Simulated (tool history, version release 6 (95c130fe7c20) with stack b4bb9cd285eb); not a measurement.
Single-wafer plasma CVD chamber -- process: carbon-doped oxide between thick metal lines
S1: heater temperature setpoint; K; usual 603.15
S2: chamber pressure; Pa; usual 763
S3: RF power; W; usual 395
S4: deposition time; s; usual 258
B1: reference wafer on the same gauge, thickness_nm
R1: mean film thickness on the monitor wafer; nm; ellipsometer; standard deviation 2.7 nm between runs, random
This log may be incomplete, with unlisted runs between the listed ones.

run 1 hour=0 | S1=603.15 S2=763 S3=395 S4=258 | B1=1421.529 | R1=1248.819
-- hour=17.9 capacitance manometer re-zeroed and calibrated
run 2 hour=35.7 | S1=603.15 S2=763 S3=395 S4=258 | B1=1419.751 | R1=1246.341
run 3 hour=54.2 | S1=610.15 S2=871 S3=395 S4=258 | B1=1420.674 | R1=1243.193
run 4 hour=79.2 | S1=610.15 S2=871 S3=395 S4=258 | B1=1419.57 | R1=1242.441
run 5 hour=96.3 | S1=603.15 S2=583 S3=395 S4=218 | B1=1420.397 | R1=1016.187
run 6 hour=110.8 | S1=603.15 S2=763 S3=395 S4=258 | B1=1421.092 | R1=1246.214
-- hour=141.7 showerhead replaced
run 7 hour=142.2 | S1=595.15 S2=633 S3=395 S4=258 | B1=1419.113 | R1=1251.577
run 8 hour=167.5 | S1=603.15 S2=763 S3=375 S4=258 | B1=1419.074 | R1=1200.409
run 9 hour=198.7 | S1=603.15 S2=763 S3=395 S4=258 | B1=1419.433 | R1=1244.974
run 10 hour=213 | S1=603.15 S2=828 S3=360 S4=258 | B1=1419.051 | R1=1176.083
run 11 hour=293.8 | S1=609.15 S2=927 S3=395 S4=244 | B1=1420.495 | R1=1185.13
-- hour=372.3 RF generator calibrated
run 12 hour=385.9 | S1=593.15 S2=763 S3=395 S4=258 | B1=1420.21 | R1=1282.034
run 13 hour=410.2 | S1=608.15 S2=763 S3=335 S4=258 | B1=1419.228 | R1=1087.117
run 14 hour=430.7 | S1=603.15 S2=763 S3=395 S4=258 | B1=1419.887 | R1=1249.616
run 15 hour=463.5 | S1=608.15 S2=763 S3=395 S4=217 | B1=1421.038 | R1=1036.731
run 16 hour=499 | S1=603.15 S2=763 S3=395 S4=258 | B1=1419.702 | R1=1252.823
run 17 hour=524.5 | S1=603.15 S2=763 S3=340 S4=258 | B1=1420.082 | R1=1120.241
run 18 hour=556.2 | S1=603.15 S2=763 S3=395 S4=293 | B1=1419.73 | R1=1418.47
-- hour=573.7 gauge calibrated
run 19 hour=574.4 | S1=603.15 S2=703 S3=335 S4=258 | B1=1420.089 | R1=1091.971
run 20 hour=599.5 | S1=597.15 S2=620 S3=320 S4=258 | B1=1417.933 | R1=1052.985
run 21 hour=635.3 | S1=603.15 S2=763 S3=395 S4=258 | B1=1421.215 | R1=1248.837
run 22 hour=657.1 | S1=595.15 S2=763 S3=395 S4=258 | B1=1419.399 | R1=1280.24
run 23 hour=758.6 | S1=599.15 S2=763 S3=350 S4=258 | B1=1419.245 | R1=1157.645
run 24 hour=784.4 | S1=603.15 S2=763 S3=395 S4=258 | B1=1419.398 | R1=1251.981
run 25 hour=812.9 | S1=609.15 S2=861 S3=465 S4=210 | B1=1421.713 | R1=1138.774
run 26 hour=832.8 | S1=603.15 S2=636 S3=470 S4=258 | B1=1419.26 | R1=1379.168
run 27 hour=845.8 | S1=603.15 S2=763 S3=395 S4=258 | B1=1419.769 | R1=1249.259
run 28 hour=863.6 | S1=603.15 S2=641 S3=345 S4=212 | B1=1421.674 | R1=907.337
run 29 hour=895.2 | S1=603.15 S2=763 S3=395 S4=258 | B1=1420.141 | R1=1250.31

Give the tool's hidden conditions for every run:
wafer temperature above the value expected at the setpoint (K): 0, the same for each run
delivered RF power above the setpoint (%): 0, the same for each run
true pressure above the setpoint (%): 0, the same for each run
gauge reads high (%): 0, the same for each run
